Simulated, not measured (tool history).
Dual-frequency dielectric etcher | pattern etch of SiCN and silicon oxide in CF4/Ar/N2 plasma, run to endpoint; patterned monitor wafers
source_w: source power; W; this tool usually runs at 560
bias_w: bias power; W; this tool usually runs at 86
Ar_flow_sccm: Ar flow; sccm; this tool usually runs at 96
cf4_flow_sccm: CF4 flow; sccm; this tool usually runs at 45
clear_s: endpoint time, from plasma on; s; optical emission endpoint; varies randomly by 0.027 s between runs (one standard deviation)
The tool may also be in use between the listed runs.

| run | hour | source_w | bias_w | Ar_flow_sccm | cf4_flow_sccm | wafers since the last listed run | hours since the last wet clean | hours since the last source power generator calibration | hours since the last bias power generator calibration | hours since the last Ar flow controller change | hours since the last CF4 flow controller change | hours since the last upper electrode change | incoming incoming film thickness, nm | clear_s |
|---|---|---|---|---|---|---|---|---|---|---|---|---|---|---|
| 1 | 0 | 560 | 70 | 104 | 45 | 0 | 257.9 | 2440 | 31.7 | 4894.1 | 2397.5 | 90 | 10.55 | 9.5 |
| 2 | 18.8 | 560 | 86 | 96 | 45 | 216 | 276.7 | 2458.8 | 50.5 | 4912.9 | 2416.3 | 108.8 | 10.63 | 8.6 |
| 3 | 34.3 | 560 | 97 | 96 | 51 | 178 | 292.2 | 2474.3 | 66 | 4928.4 | 2431.8 | 124.3 | 10.58 | 8 |
| 4 | 51.3 | 560 | 86 | 107 | 40 | 196 | 309.2 | 2491.3 | 83 | 4945.4 | 2448.8 | 141.3 | 10.54 | 8.9 |
| 5 | 80.6 | 510 | 86 | 96 | 49 | 338 | 338.5 | 2520.6 | 112.3 | 4974.7 | 2478.1 | 170.6 | 10.66 | 9.1 |
| 6 | 113 | 560 | 86 | 96 | 38 | 373 | 370.9 | 2553 | 144.7 | 5007.1 | 2510.5 | 203 | 10.61 | 8.8 |
|  | 142.6 | Ar flow controller replaced |
|  | 163.1 | wet clean of the chamber |
| 7 | 193.9 | 560 | 86 | 77 | 50 | 627 | 30.8 | 2633.9 | 225.6 | 51.3 | 2591.4 | 283.9 | 10.51 | 8.4 |
|  | 216.4 | source power generator calibrated |
| 8 | 229 | 560 | 86 | 96 | 39 | 358 | 65.9 | 12.6 | 260.7 | 86.4 | 2626.5 | 319 | 10.49 | 9.2 |
|  | 261.1 | CF4 flow controller replaced |
| 9 | 261.6 | 630 | 71 | 96 | 45 | 307 | 98.5 | 45.2 | 293.3 | 119 | 0.5 | 351.6 | 10.62 | 9.1 |
| 10 | 284.7 | 560 | 65 | 96 | 38 | 266 | 121.6 | 68.3 | 316.4 | 142.1 | 23.6 | 374.7 | 10.64 | 10.6 |
| 11 | 309.2 | 490 | 86 | 107 | 45 | 282 | 146.1 | 92.8 | 340.9 | 166.6 | 48.1 | 399.2 | 10.69 | 10.1 |
| 12 | 325.2 | 690 | 94 | 96 | 51 | 184 | 162.1 | 108.8 | 356.9 | 182.6 | 64.1 | 415.2 | 10.55 | 7.3 |
| 13 | 337.5 | 560 | 86 | 96 | 35 | 141 | 174.4 | 121.1 | 369.2 | 194.9 | 76.4 | 427.5 | 10.7 | 9.5 |
| 14 | 354.9 | 510 | 102 | 96 | 45 | 200 | 191.8 | 138.5 | 386.6 | 212.3 | 93.8 | 444.9 | 10.56 | 8.9 |
| 15 | 384.7 | 610 | 86 | 96 | 45 | 343 | 221.6 | 168.3 | 416.4 | 242.1 | 123.6 | 474.7 | 10.65 | 8.4 |
| 16 | 400.2 | 560 | 86 | 84 | 48 | 178 | 237.1 | 183.8 | 431.9 | 257.6 | 139.1 | 490.2 | 10.6 | 8.8 |
| 17 | 445.5 | 430 | 86 | 96 | 41 | 522 | 282.4 | 229.1 | 477.2 | 302.9 | 184.4 | 535.5 | 10.58 | 10.8 |
| 18 | 481.2 | 630 | 103 | 96 | 50 | 412 | 318.1 | 264.8 | 512.9 | 338.6 | 220.1 | 571.2 | 10.58 | 7.4 |
| 19 | 498.8 | 500 | 86 | 96 | 45 | 203 | 335.7 | 282.4 | 530.5 | 356.2 | 237.7 | 588.8 | 10.68 | 9.7 |
| 20 | 518.7 | 560 | 86 | 96 | 45 | 229 | 355.6 | 302.3 | 550.4 | 376.1 | 257.6 | 608.7 | 10.67 | 8.9 |
| 21 | 544.1 | 560 | 79 | 96 | 45 | 293 | 381 | 327.7 | 575.8 | 401.5 | 283 | 634.1 | 10.52 | 9.1 |
| 22 | 578.4 | 560 | 86 | 96 | 45 | 395 | 415.3 | 362 | 610.1 | 435.8 | 317.3 | 668.4 | 10.59 | 8.8 |

The next listed run, before its measurement:
|  | 622.2 | wet clean of the chamber |
| 23 | 622.7 | 560 | 86 | 96 | 45 | 234 | 0.5 | 406.3 | 654.4 | 480.1 | 361.6 | 712.7 | 10.55 | ? |

Run 23 measured clear_s 8.9 s.
With the hidden condition absent and the run-to-run variation left alone, this run would have shown clear_s 9 s.
